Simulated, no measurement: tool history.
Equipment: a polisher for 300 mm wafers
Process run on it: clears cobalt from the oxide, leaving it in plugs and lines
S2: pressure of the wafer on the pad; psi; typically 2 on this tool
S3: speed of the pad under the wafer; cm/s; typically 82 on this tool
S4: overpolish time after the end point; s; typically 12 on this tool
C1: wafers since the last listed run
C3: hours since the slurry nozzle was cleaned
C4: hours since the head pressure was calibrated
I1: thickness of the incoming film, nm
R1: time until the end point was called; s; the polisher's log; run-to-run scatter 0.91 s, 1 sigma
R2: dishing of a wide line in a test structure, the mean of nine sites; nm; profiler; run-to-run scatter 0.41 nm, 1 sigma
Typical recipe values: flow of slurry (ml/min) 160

Run 1, hour 0: usual settings; C1 0; wafers polished on this pad 102; C3 420; C4 783.9; I1 259.7. Result: R1 51.1 s, R2 33.8 nm.
Run 2, hour 40.8: usual settings; C1 267; wafers polished on this pad 369; C3 460.8; C4 824.7; I1 256. Result: R1 52.2 s, R2 34.5 nm.
Run 3, hour 79.3: usual settings; C1 251; wafers polished on this pad 621; C3 499.3; C4 863.2; I1 260.1. Result: R1 52.9 s, R2 34.2 nm.
Run 4, hour 111.2: usual settings; C1 208; wafers polished on this pad 830; C3 531.2; C4 895.1; I1 262.3. Result: R1 54.4 s, R2 34.4 nm.
Run 5, hour 140.7: usual settings; C1 193; wafers polished on this pad 1023; C3 560.7; C4 924.6; I1 260.4. Result: R1 53.8 s, R2 34 nm.
At hour 170.3: worn pad replaced by a new one.
Run 6, hour 207.9: usual settings; C1 413; wafers polished on this pad 245; C3 627.9; C4 991.8; I1 263.3. Result: R1 53.1 s, R2 34.1 nm.
Run 7, hour 276.3: usual settings; C1 447; wafers polished on this pad 693; C3 696.3; C4 1060.2; I1 259.1. Result: R1 53.2 s, R2 34.2 nm.
Run 8, hour 336: usual settings; C1 390; wafers polished on this pad 1084; C3 756; C4 1119.9; I1 260.9. Result: R1 51.6 s, R2 33.3 nm.
At hour 360.4: worn pad replaced by a new one.
Run 9, hour 373.5: usual settings but flow of slurry (ml/min) 130, S4 6 s; C1 219; wafers polished on this pad 85; C3 793.5; C4 1157.4; I1 263.7. Result: R1 54.4 s, R2 20.7 nm.
Run 10, hour 430.8: usual settings; C1 375; wafers polished on this pad 460; C3 850.8; C4 1214.7; I1 260.2. Result: R1 53.9 s, R2 34.6 nm.
At hour 442.8: slurry nozzle cleaned.
Run 11, hour 472.9: usual settings but flow of slurry (ml/min) 145, S4 19 s; C1 269; wafers polished on this pad 729; C3 30.1; C4 1256.8; I1 258.1. Result: R1 53.3 s, R2 42.8 nm.
At hour 533: worn pad replaced by a new one.
Run 12, hour 575.2: usual settings; C1 643; wafers polished on this pad 276; C3 132.4; C4 1359.1; I1 257.9. Result: R1 52.4 s, R2 34.5 nm.
At hour 580.8: head pressure recalibrated.
At hour 687.9: worn pad replaced by a new one.
Run 13, hour 716.5: usual settings but S3 68 cm/s, S4 5 s; C1 885; wafers polished on this pad 187; C3 273.7; C4 135.7; I1 260.8. Result: R1 62.4 s, R2 15.9 nm.
Run 14, hour 765.3: usual settings but S3 110 cm/s, S4 9 s; C1 319; wafers polished on this pad 506; C3 322.5; C4 184.5; I1 263.8. Result: R1 39.7 s, R2 33.9 nm.
Run 15, hour 826.2: usual settings; C1 398; wafers polished on this pad 905; C3 383.4; C4 245.4; I1 258.5. Result: R1 52.8 s, R2 34.2 nm.
At hour 844: worn pad replaced by a new one.
Run 16, hour 886: usual settings but S2 1.7 psi, S3 58 cm/s, S4 7 s; C1 365; wafers polished on this pad 274; C3 443.2; C4 305.2; I1 257.3. Result: R1 83.3 s, R2 16.7 nm.

What if the next run were any one of these 3? Each begins from the tool's condition after run 16:
Run A, hour 886.4: usual settings; C1 2; wafers polished on this pad 277; C3 443.6; C4 305.6; I1 257.8. Result: R1 ?, R2 ?.
Run B, hour 886.4: usual settings but S2 2.3 psi, S3 66 cm/s, S4 17 s; C1 2; wafers polished on this pad 277; C3 443.6; C4 305.6; I1 257.8. Result: R1 ?, R2 ?.
Run C, hour 886.4: usual settings but flow of slurry (ml/min) 185, S3 64 cm/s; C1 2; wafers polished on this pad 277; C3 443.6; C4 305.6; I1 257.8. Result: R1 ?, R2 ?.

run    R1    R2
  A  52.9  34.1
  B  57.1  39.4
  C  65.4    30
Without the tool's hidden state the same runs would have given:
run    R1    R2
  A  52.9  34.1
  B  57.1  39.4
  C  65.4    30

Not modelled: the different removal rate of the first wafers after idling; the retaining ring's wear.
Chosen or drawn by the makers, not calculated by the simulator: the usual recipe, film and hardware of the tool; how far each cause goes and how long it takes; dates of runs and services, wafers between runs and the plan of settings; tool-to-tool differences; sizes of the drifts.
